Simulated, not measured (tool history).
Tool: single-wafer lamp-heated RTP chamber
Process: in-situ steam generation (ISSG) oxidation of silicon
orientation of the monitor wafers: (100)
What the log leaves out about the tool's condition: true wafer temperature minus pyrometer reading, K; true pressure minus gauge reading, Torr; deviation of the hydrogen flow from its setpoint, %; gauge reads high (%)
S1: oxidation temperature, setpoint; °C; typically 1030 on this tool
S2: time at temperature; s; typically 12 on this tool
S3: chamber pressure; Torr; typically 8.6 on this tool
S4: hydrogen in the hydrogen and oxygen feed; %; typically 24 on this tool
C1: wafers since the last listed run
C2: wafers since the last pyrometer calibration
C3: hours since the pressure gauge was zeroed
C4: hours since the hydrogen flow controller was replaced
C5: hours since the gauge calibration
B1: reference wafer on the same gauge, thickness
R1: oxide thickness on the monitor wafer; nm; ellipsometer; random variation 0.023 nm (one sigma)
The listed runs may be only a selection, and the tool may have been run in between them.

run,hour,S1,S2,S3,S4,C1,C2,C3,C4,C5,B1,R1
1,0.0,1030,12,9.0,24,0,275,2917.6,4987.0,1618.0,4.626,5.247
2,66.7,1030,12,9.0,24,507,783,2984.3,5053.7,1684.7,4.637,5.321
3,116.6,1030,12,9.0,24,380,1163,3034.2,5103.6,1734.6,4.625,5.297
4,159.6,1030,12,8.6,24,327,1490,3077.2,5146.6,1777.6,4.634,5.302
5,224.4,1044,9,8.6,24,493,1984,3142.0,5211.4,1842.4,4.631,4.972
# hour 280.3: hydrogen flow controller replaced
# hour 353.7: pyrometer window cleaned and pyrometer calibrated
6,431.8,1025,12,8.6,24,1457,594,3349.4,151.5,2049.8,4.628,5.182
7,492.7,1030,12,8.6,24,463,1058,3410.3,212.4,2110.7,4.629,5.337
8,517.9,1030,12,8.6,24,191,1250,3435.5,237.6,2135.9,4.630,5.349
9,558.8,1030,12,8.6,24,311,1561,3476.4,278.5,2176.8,4.630,5.355
10,613.6,1030,12,8.6,24,417,1979,3531.2,333.3,2231.6,4.625,5.345
# hour 644.8: gauge calibrated
11,655.3,1030,12,8.6,24,317,2296,3572.9,375.0,10.5,4.634,5.368
12,682.4,1030,12,8.6,24,206,2503,3600.0,402.1,37.6,4.633,5.388
13,746.3,1030,12,8.6,24,486,2989,3663.9,466.0,101.5,4.628,5.431
# hour 785.2: pyrometer window cleaned and pyrometer calibrated
14,785.7,1030,12,8.6,24,239,3,3703.3,505.4,140.9,4.632,5.303
15,824.7,1030,12,7.7,24,297,300,3742.3,544.4,179.9,4.632,5.351
16,894.5,1048,14,9.9,31,531,832,3812.1,614.2,249.7,4.634,6.470
17,963.6,1013,15,9.5,32,526,1358,3881.2,683.3,318.8,4.631,5.806
18,1024.0,1023,10,9.6,24,459,1818,3941.6,743.7,379.2,4.636,4.703
19,1077.2,1025,12,8.6,24,405,2223,3994.8,796.9,432.4,4.630,5.240
20,1140.7,1048,8,9.1,24,483,2707,4058.3,860.4,495.9,4.629,4.766
# hour 1156.2: pressure gauge zeroed
21,1210.6,1040,12,8.6,24,471,3178,54.4,930.3,565.8,4.628,5.668
# hour 1228.2: pyrometer window cleaned and pyrometer calibrated
22,1238.1,1030,12,7.2,24,148,75,81.9,957.8,593.3,4.627,5.316
23,1264.8,1030,9,8.6,19,203,279,108.6,984.5,620.0,4.630,4.389
24,1302.2,1050,12,7.4,29,284,563,146.0,1021.9,657.4,4.627,6.140
25,1333.7,1021,10,8.6,29,239,803,177.5,1053.4,688.9,4.630,4.958
26,1386.5,1030,12,8.6,30,402,1205,230.3,1106.2,741.7,4.637,5.656
27,1424.7,1030,11,9.3,24,290,1496,268.5,1144.4,779.9,4.631,5.063
28,1481.9,1030,12,8.6,24,435,1932,325.7,1201.6,837.1,4.631,5.342
29,1509.2,1030,12,8.6,24,207,2140,353.0,1228.9,864.4,4.629,5.396
30,1579.0,1030,12,8.6,24,531,2671,422.8,1298.7,934.2,4.630,5.381

Across each entry between runs, compare the hidden state at the last listed run before it with the hidden state at the first listed run after it:
From run 5 to run 6: hydrogen flow controller replaced (hour 280.3); pyrometer window cleaned and pyrometer calibrated (hour 353.7)
  true wafer temperature minus pyrometer reading, K: 2.7 -> 0.672
  measured less the result without the state, R1: +0.057 -> +0.014 nm
From run 10 to run 11: gauge calibrated (hour 644.8)
  true wafer temperature minus pyrometer reading, K: 2.76 -> 3.55
  measured less the result without the state, R1: +0.063 -> +0.081 nm
From run 13 to run 14: pyrometer window cleaned and pyrometer calibrated (hour 785.2)
  true wafer temperature minus pyrometer reading, K: 5.69 -> 0.458
  measured less the result without the state, R1: +0.132 -> +0.011 nm
From run 20 to run 21: pressure gauge zeroed (hour 1156.2)
  true wafer temperature minus pyrometer reading, K: 4.74 -> 6.6
  measured less the result without the state, R1: +0.095 -> +0.170 nm
From run 21 to run 22: pyrometer window cleaned and pyrometer calibrated (hour 1228.2)
  true wafer temperature minus pyrometer reading, K: 6.6 -> 0.376
  measured less the result without the state, R1: +0.170 -> +0.008 nm
